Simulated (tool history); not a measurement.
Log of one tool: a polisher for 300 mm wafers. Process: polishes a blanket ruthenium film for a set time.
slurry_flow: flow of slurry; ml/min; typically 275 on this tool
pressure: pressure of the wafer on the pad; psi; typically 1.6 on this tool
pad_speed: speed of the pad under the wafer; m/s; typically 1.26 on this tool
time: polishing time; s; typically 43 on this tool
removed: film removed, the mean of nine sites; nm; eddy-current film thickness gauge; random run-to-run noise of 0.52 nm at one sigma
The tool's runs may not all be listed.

run,hour,slurry_flow,pressure,pad_speed,time,"incoming thickness of the incoming film, nm",removed
1,0.0,275,1.6,1.26,43,299.2,58.5
# hour 19.3: worn pad replaced by a new one
2,19.8,275,1.6,1.26,43,303.6,59.8
3,28.9,275,1.6,1.26,43,300.8,60.4
4,40.9,275,1.6,1.26,43,304.0,60.6
5,56.4,275,1.6,1.26,43,296.4,60.5
6,86.0,275,1.6,1.26,43,297.9,62.0
7,95.4,275,1.6,1.26,43,299.8,61.7
# hour 100.0: worn pad replaced by a new one
8,111.9,330,1.2,1.26,43,301.5,46.7
9,125.5,330,1.2,1.26,43,299.4,46.6
10,135.7,275,1.6,1.26,43,300.0,62.9
11,147.6,275,1.6,1.26,43,303.4,60.6
12,161.7,275,1.6,1.26,46,299.2,66.8
13,179.2,275,1.6,1.26,46,298.7,65.5
14,191.5,275,1.6,1.26,46,301.8,66.4
# hour 200.3: worn pad replaced by a new one
# hour 239.0: head pressure recalibrated
15,242.7,275,1.6,1.26,43,302.3,58.1
# hour 246.9: slurry nozzle cleaned
16,251.0,275,1.6,1.38,38,300.3,54.3
17,262.0,275,1.3,1.26,31,302.8,33.2
18,275.8,275,1.6,1.14,56,306.8,67.1
19,286.4,275,2.1,1.26,43,303.3,74.6
20,292.8,275,1.6,1.26,43,296.9,56.5
# hour 299.1: worn pad replaced by a new one
21,304.2,365,1.4,0.84,47,300.8,40.0

Run 22, settings as shown, results not yet in. Your forecast:
22,318.5,325,1.1,1.10,36,304.5,?

removed: 30.4 nm
Take away the tool's hidden state, keep the run-to-run variation as it was, and the same run would have given removed 29.4 nm.

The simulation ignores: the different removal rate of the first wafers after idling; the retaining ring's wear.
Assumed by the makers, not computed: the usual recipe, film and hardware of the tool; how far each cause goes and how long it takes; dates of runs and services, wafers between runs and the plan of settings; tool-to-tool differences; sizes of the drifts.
